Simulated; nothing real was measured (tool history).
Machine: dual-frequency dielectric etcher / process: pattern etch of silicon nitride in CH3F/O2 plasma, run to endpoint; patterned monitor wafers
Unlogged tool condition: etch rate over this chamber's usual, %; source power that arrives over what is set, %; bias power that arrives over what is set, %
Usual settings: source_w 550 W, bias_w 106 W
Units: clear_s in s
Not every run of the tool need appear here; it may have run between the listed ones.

| run | hour | source_w | bias_w | wafers since the last listed run | hours since the last wet clean | hours since the last source power generator calibration | hours since the last bias power generator calibration | hours since the last upper electrode change | incoming incoming film thickness, nm | clear_s |
|---|---|---|---|---|---|---|---|---|---|---|
| 1 | 0 | 550 | 106 | 0 | 190.2 | 3063.3 | 2980.6 | 1613 | 52.3 | 43.4 |
| 2 | 9.3 | 550 | 106 | 56 | 199.5 | 3072.6 | 2989.9 | 1622.3 | 53.2 | 44.1 |
| 3 | 22.8 | 550 | 97 | 82 | 213 | 3086.1 | 3003.4 | 1635.8 | 52.1 | 44.9 |
| 4 | 34.1 | 550 | 97 | 68 | 224.3 | 3097.4 | 3014.7 | 1647.1 | 52.7 | 45.2 |
| 5 | 50.4 | 550 | 106 | 99 | 240.6 | 3113.7 | 3031 | 1663.4 | 52.8 | 43.5 |
| 6 | 64.2 | 550 | 106 | 84 | 254.4 | 3127.5 | 3044.8 | 1677.2 | 53.2 | 43.4 |
| 7 | 70.7 | 550 | 106 | 39 | 260.9 | 3134 | 3051.3 | 1683.7 | 53 | 43.2 |
| 8 | 80 | 550 | 106 | 56 | 270.2 | 3143.3 | 3060.6 | 1693 | 52.8 | 43.1 |
| 9 | 90 | 550 | 106 | 60 | 280.2 | 3153.3 | 3070.6 | 1703 | 52.8 | 42.7 |
| 10 | 102.5 | 550 | 95 | 76 | 292.7 | 3165.8 | 3083.1 | 1715.5 | 53 | 46 |
| 11 | 108.7 | 550 | 118 | 37 | 298.9 | 3172 | 3089.3 | 1721.7 | 53.3 | 40.9 |
|  | 140.3 | wet clean of the chamber |
| 12 | 140.8 | 550 | 118 | 49 | 0.5 | 3204.1 | 3121.4 | 1753.8 | 52.6 | 41.8 |
| 13 | 141.1 | 500 | 106 | 1 | 0.8 | 3204.4 | 3121.7 | 1754.1 | 52.9 | 46.5 |
| 14 | 143.9 | 500 | 106 | 17 | 3.6 | 3207.2 | 3124.5 | 1756.9 | 52.6 | 46.5 |
| 15 | 157.9 | 500 | 106 | 85 | 17.6 | 3221.2 | 3138.5 | 1770.9 | 53.5 | 47.3 |
| 16 | 173.1 | 640 | 106 | 92 | 32.8 | 3236.4 | 3153.7 | 1786.1 | 52.3 | 40.5 |
| 17 | 191.1 | 640 | 106 | 109 | 50.8 | 3254.4 | 3171.7 | 1804.1 | 52.8 | 40.5 |
| 18 | 202.4 | 550 | 106 | 68 | 62.1 | 3265.7 | 3183 | 1815.4 | 52.6 | 43.7 |
| 19 | 209.9 | 630 | 83 | 45 | 69.6 | 3273.2 | 3190.5 | 1822.9 | 52.9 | 46.7 |
| 20 | 226.9 | 550 | 115 | 103 | 86.6 | 3290.2 | 3207.5 | 1839.9 | 53.1 | 42.3 |
|  | 260.9 | bias power generator calibrated |
| 21 | 274.6 | 660 | 81 | 266 | 134.3 | 3337.9 | 13.7 | 1887.6 | 52.2 | 45.5 |
|  | 301.3 | upper electrode replaced |
| 22 | 301.8 | 620 | 106 | 19 | 161.5 | 3365.1 | 40.9 | 0.5 | 53.1 | 40.5 |
| 23 | 302.1 | 550 | 106 | 1 | 161.8 | 3365.4 | 41.2 | 0.8 | 52.8 | 43.3 |
|  | 307.8 | source power generator calibrated |
| 24 | 308.3 | 550 | 106 | 13 | 168 | 0.5 | 47.4 | 7 | 52.6 | 43.4 |
| 25 | 319.3 | 630 | 117 | 67 | 179 | 11.5 | 58.4 | 18 | 52.1 | 37.2 |
| 26 | 329.9 | 500 | 127 | 64 | 189.6 | 22.1 | 69 | 28.6 | 52.1 | 40.5 |
| 27 | 343.3 | 680 | 106 | 81 | 203 | 35.5 | 82.4 | 42 | 52.2 | 38.6 |
| 28 | 354.1 | 470 | 93 | 65 | 213.8 | 46.3 | 93.2 | 52.8 | 52.7 | 50.6 |
| 29 | 371.7 | 550 | 81 | 107 | 231.4 | 63.9 | 110.8 | 70.4 | 52.3 | 49.5 |
| 30 | 379.9 | 550 | 125 | 49 | 239.6 | 72.1 | 119 | 78.6 | 53.4 | 40.2 |
| 31 | 391.6 | 420 | 131 | 71 | 251.3 | 83.8 | 130.7 | 90.3 | 52.3 | 43.4 |
| 32 | 405.9 | 630 | 128 | 87 | 265.6 | 98.1 | 145 | 104.6 | 52.8 | 36 |
| 33 | 421.9 | 550 | 106 | 97 | 281.6 | 114.1 | 161 | 120.6 | 53.1 | 42.6 |
| 34 | 433.8 | 620 | 99 | 72 | 293.5 | 126 | 172.9 | 132.5 | 53 | 41.4 |

What the log doesn't show, run by run:
source power that arrives over what is set, %: 0, the same for each run
bias power that arrives over what is set, %: 0, the same for each run
H1: etch rate over this chamber's usual, %
| run | H1 |
|---|---|
| 1 | 1.82 |
| 2 | 1.94 |
| 3 | 2.11 |
| 4 | 2.25 |
| 5 | 2.45 |
| 6 | 2.62 |
| 7 | 2.7 |
| 8 | 2.82 |
| 9 | 2.94 |
| 10 | 3.09 |
| 11 | 3.17 |
| 12 | -0.0912 |
| 13 | -0.0875 |
| 14 | -0.0528 |
| 15 | 0.121 |
| 16 | 0.31 |
| 17 | 0.533 |
| 18 | 0.674 |
| 19 | 0.767 |
| 20 | 0.978 |
| 21 | 1.57 |
| 22 | 1.91 |
| 23 | 1.91 |
| 24 | 1.99 |
| 25 | 2.13 |
| 26 | 2.26 |
| 27 | 2.42 |
| 28 | 2.56 |
| 29 | 2.78 |
| 30 | 2.88 |
| 31 | 3.02 |
| 32 | 3.2 |
| 33 | 3.4 |
| 34 | 3.55 |

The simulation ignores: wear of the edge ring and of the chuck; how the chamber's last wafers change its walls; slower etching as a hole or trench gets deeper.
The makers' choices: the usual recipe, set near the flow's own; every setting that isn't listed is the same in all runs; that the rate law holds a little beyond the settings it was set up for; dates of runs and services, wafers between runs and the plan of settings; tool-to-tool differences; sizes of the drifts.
